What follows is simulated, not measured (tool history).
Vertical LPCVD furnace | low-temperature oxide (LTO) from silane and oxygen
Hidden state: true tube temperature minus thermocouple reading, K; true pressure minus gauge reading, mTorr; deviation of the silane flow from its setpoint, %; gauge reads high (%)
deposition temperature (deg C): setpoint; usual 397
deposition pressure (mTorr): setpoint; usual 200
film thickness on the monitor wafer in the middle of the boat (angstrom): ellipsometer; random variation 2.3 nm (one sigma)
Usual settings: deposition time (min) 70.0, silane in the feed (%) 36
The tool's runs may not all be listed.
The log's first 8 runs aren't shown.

run,hour,deposition temperature (deg C),deposition pressure (mTorr),deposition time (min),silane in the feed (%),wafers since the last listed run,hours since the last temperature calibration,hours since the pressure gauge was zeroed,hours since the silane flow controller was replaced,hours since the gauge calibration,"read-back reference wafer on the same gauge, thickness",film thickness on the monitor wafer in the middle of the boat (angstrom)
9,377.8,397,200,70.0,36,1059,1654.4,4613.9,3593.9,871.7,582.64,5256.8
10,418.7,397,200,70.0,36,808,1695.3,4654.8,3634.8,912.6,582.99,5311.7
11,488.2,397,200,70.0,36,1373,1764.8,4724.3,3704.3,982.1,583.98,5309.9
12,516.3,397,200,70.0,36,555,1792.9,4752.4,3732.4,1010.2,582.17,5303.6
13,588.0,400,200,70.0,36,1416,1864.6,4824.1,3804.1,1081.9,584.07,5483.1
14,622.6,400,200,70.0,36,683,1899.2,4858.7,3838.7,1116.5,583.23,5499.7
15,670.0,400,200,70.0,36,936,1946.6,4906.1,3886.1,1163.9,584.51,5473.3
# hour 717.8: silane flow controller replaced
16,718.3,397,200,70.0,36,480,1994.9,4954.4,0.5,1212.2,583.33,5301.0
# hour 727.6: gauge calibrated
17,747.6,397,215,70.0,36,579,2024.2,4983.7,29.8,20.0,582.53,5690.2
18,784.8,397,200,70.0,36,735,2061.4,5020.9,67.0,57.2,582.02,5240.0
19,826.5,397,180,57.0,40,824,2103.1,5062.6,108.7,98.9,583.04,4438.0
# hour 859.3: pressure gauge zeroed
20,859.8,397,200,70.0,36,183,2136.4,0.5,142.0,132.2,583.23,5287.5
21,900.2,388,200,70.0,36,798,2176.8,40.9,182.4,172.6,582.72,4751.5
22,969.4,388,180,80.0,43,1367,2246.0,110.1,251.6,241.8,581.67,6128.7
# hour 1032.3: thermocouples replaced and temperature profile calibrated
23,1038.3,400,200,51.5,36,887,6.0,179.0,320.5,310.7,583.56,4057.3
24,1084.8,397,185,70.0,30,918,52.5,225.5,367.0,357.2,583.90,3830.8
25,1125.4,397,200,70.0,36,802,93.1,266.1,407.6,397.8,583.69,5311.2
26,1187.6,403,200,70.0,36,1229,155.3,328.3,469.8,460.0,582.66,5641.3
27,1249.6,397,200,61.0,34,1225,217.3,390.3,531.8,522.0,583.71,4252.1
28,1320.9,387,150,91.5,32,1409,288.6,461.6,603.1,593.3,582.20,3932.1
29,1359.4,406,200,50.5,30,760,327.1,500.1,641.6,631.8,582.97,3298.4
30,1403.1,393,175,90.0,36,863,370.8,543.8,685.3,675.5,583.61,5680.3
31,1467.0,397,200,46.5,36,1262,434.7,607.7,749.2,739.4,584.26,3490.7

4 ways to go on from here, each from the tool as it stands after run 31. What would each give?
A,1471.2,397,200,70.0,42,83,438.9,611.9,753.4,743.6,?,?
B,1471.2,397,200,53.0,36,83,438.9,611.9,753.4,743.6,?,?
C,1471.2,397,215,43.0,36,83,438.9,611.9,753.4,743.6,?,?
D,1471.2,394,200,70.0,36,83,438.9,611.9,753.4,743.6,?,?

run,"read-back reference wafer on the same gauge, thickness",film thickness on the monitor wafer in the middle of the boat (angstrom)
A,582.28,6417.1
B,582.28,4018.1
C,582.28,3504.4
D,582.28,5125.8
Without the tool's hidden state the same runs would have given:
run,film thickness on the monitor wafer in the middle of the boat (angstrom)
A,6417.1
B,4018.1
C,3504.4
D,5125.8
